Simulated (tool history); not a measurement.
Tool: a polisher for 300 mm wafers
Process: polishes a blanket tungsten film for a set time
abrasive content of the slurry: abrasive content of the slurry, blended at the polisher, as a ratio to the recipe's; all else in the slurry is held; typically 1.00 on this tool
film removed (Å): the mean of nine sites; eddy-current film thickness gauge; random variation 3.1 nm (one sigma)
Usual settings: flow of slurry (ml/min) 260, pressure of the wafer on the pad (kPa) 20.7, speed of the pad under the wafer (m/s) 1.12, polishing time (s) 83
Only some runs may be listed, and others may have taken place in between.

run    hour  flow of slurry (ml/min)  pressure of the wafer on the pad (kPa)  speed of the pad under the wafer (m/s)  abrasive content of the slurry  polishing time (s)  wafers since the last listed run  wafers polished on this pad  hours since the slurry nozzle was cleaned  hours since the head pressure was calibrated  hours since the slurry blender was calibrated  hours since the slurry got fresh peroxide  incoming thickness of the incoming film, nm  film removed (Å)
  1     0.0                      260                                    20.7                                    1.12                            1.00                  83                                 0                         1726                                       22.5                                         598.7                                          209.3                                      551.1                                       1017.7              3225
  2    37.4                      260                                    20.7                                    1.12                            1.00                  83                               351                         2077                                       59.9                                         636.1                                          246.7                                      588.5                                       1008.3              3207
       52.5  -- head pressure recalibrated
       94.3  -- slurry tank refilled with fresh slurry and peroxide
  3   134.3                      260                                    20.7                                    1.12                            1.00                  83                               881                         2958                                      156.8                                          81.8                                          343.6                                       40.0                                       1011.5              3256
  4   179.6                      260                                    15.9                                    0.86                            1.30                  83                               425                         3383                                      202.1                                         127.1                                          388.9                                       85.3                                       1005.5              2142
  5   249.1                      175                                    16.5                                    0.82                            0.80                  83                               652                         4036                                      271.6                                         196.6                                          458.4                                      154.8                                       1006.0              1765
  6   348.8                      260                                    18.6                                    1.12                            0.85                  69                               935                         4972                                      371.3                                         296.3                                          558.1                                      254.5                                       1016.4              2316
  7   388.2                      260                                    20.7                                    1.12                            1.00                  83                               369                         5341                                      410.7                                         335.7                                          597.5                                      293.9                                       1022.4              3267
  8   446.4                      260                                    20.7                                    1.12                            1.00                  83                               546                         5888                                      468.9                                         393.9                                          655.7                                      352.1                                       1024.8              3246
      475.5  -- slurry blender recalibrated
  9   518.1                      260                                    20.7                                    1.12                            1.00                  83                               654                         6542                                      540.6                                         465.6                                           42.6                                      423.8                                       1004.6              3236
      565.9  -- slurry nozzle cleaned
      582.8  -- worn pad replaced by a new one
 10   611.3                      260                                    27.6                                    0.92                            0.75                 100                               827                          267                                       45.4                                         558.8                                          135.8                                      517.0                                       1007.2              3748
 11   699.5                      260                                    20.7                                    1.12                            1.00                  83                               827                         1095                                      133.6                                         647.0                                          224.0                                      605.2                                       1015.2              3210
 12   750.7                      290                                    16.5                                    1.12                            1.00                  83                               480                         1576                                      184.8                                         698.2                                          275.2                                      656.4                                       1000.2              2736
      798.1  -- head pressure recalibrated
 13   807.3                      260                                    20.7                                    1.12                            0.85                  83                               512                         2088                                      241.4                                           9.2                                          331.8                                      713.0                                       1000.7              3081
      834.9  -- slurry tank refilled with fresh slurry and peroxide
 14   913.6                      260                                    20.7                                    1.12                            1.00                  91                               988                         3077                                      347.7                                         115.5                                          438.1                                       78.7                                       1007.5              3493
 15  1021.1                      220                                    20.7                                    1.12                            0.90                  83                              1009                         4086                                      455.2                                         223.0                                          545.6                                      186.2                                        998.6              3072
     1054.8  -- slurry blender recalibrated
 16  1094.7                      260                                    20.7                                    1.12                            1.00                  83                               672                         4758                                      528.8                                         296.6                                           39.9                                      259.8                                       1004.8              3217
 17  1141.0                      260                                    17.9                                    0.86                            1.15                  83                               434                         5192                                      575.1                                         342.9                                           86.2                                      306.1                                        999.3              2285
 18  1188.7                      260                                    20.7                                    1.22                            1.25                  83                               447                         5640                                      622.8                                         390.6                                          133.9                                      353.8                                       1007.6              3656
     1200.5  -- slurry nozzle cleaned
     1247.3  -- worn pad replaced by a new one
 19  1254.8                      260                                    16.5                                    1.12                            0.70                  83                               573                           70                                       54.3                                         456.7                                          200.0                                      419.9                                       1008.0              2533
 20  1303.3                      260                                    27.6                                    0.92                            0.75                 100                               455                          525                                      102.8                                         505.2                                          248.5                                      468.4                                        995.4              3770
 21  1348.3                      340                                    20.7                                    1.12                            1.10                 105                               422                          947                                      147.8                                         550.2                                          293.5                                      513.4                                       1023.1              4238
 22  1455.7                      260                                    20.7                                    1.12                            1.00                  83                              1008                         1956                                      255.2                                         657.6                                          400.9                                      620.8                                       1003.6              3185
     1469.2  -- head pressure recalibrated
 23  1551.6                      260                                    22.8                                    1.12                            1.10                 101                               881                         2837                                      351.1                                          82.4                                          496.8                                      716.7                                       1026.1              4322
     1602.4  -- slurry tank refilled with fresh slurry and peroxide
 24  1648.5                      210                                    20.7                                    1.12                            1.00                  83                               900                         3737                                      448.0                                         179.3                                          593.7                                       46.1                                       1008.1              3124
     1679.1  -- slurry blender recalibrated
     1834.4  -- worn pad replaced by a new one
 25  1840.7                      260                                    14.5                                    1.12                            1.00                  83                              1747                           59                                      640.2                                         371.5                                          161.6                                      238.3                                       1026.4              2441
 26  1930.3                      260                                    20.7                                    1.12                            0.80                  83                               841                          900                                      729.8                                         461.1                                          251.2                                      327.9                                       1010.8              3051
     1962.2  -- slurry nozzle cleaned
 27  2027.4                      260                                    20.7                                    1.12                            1.00                  83                               902                         1802                                       65.2                                         558.2                                          348.3                                      425.0                                       1001.7              3273

What was the tool's hidden state at every run in the log?
removal rate lost through wear of the pad, %: 0 in every run
slurry flow missing at the pad, %: 0 in every run
deviation of the head's pressure from its setpoint, %: 0 in every run
abrasive missing from the slurry, %: 0 in every run
peroxide lost from the slurry, %: 0 in every run
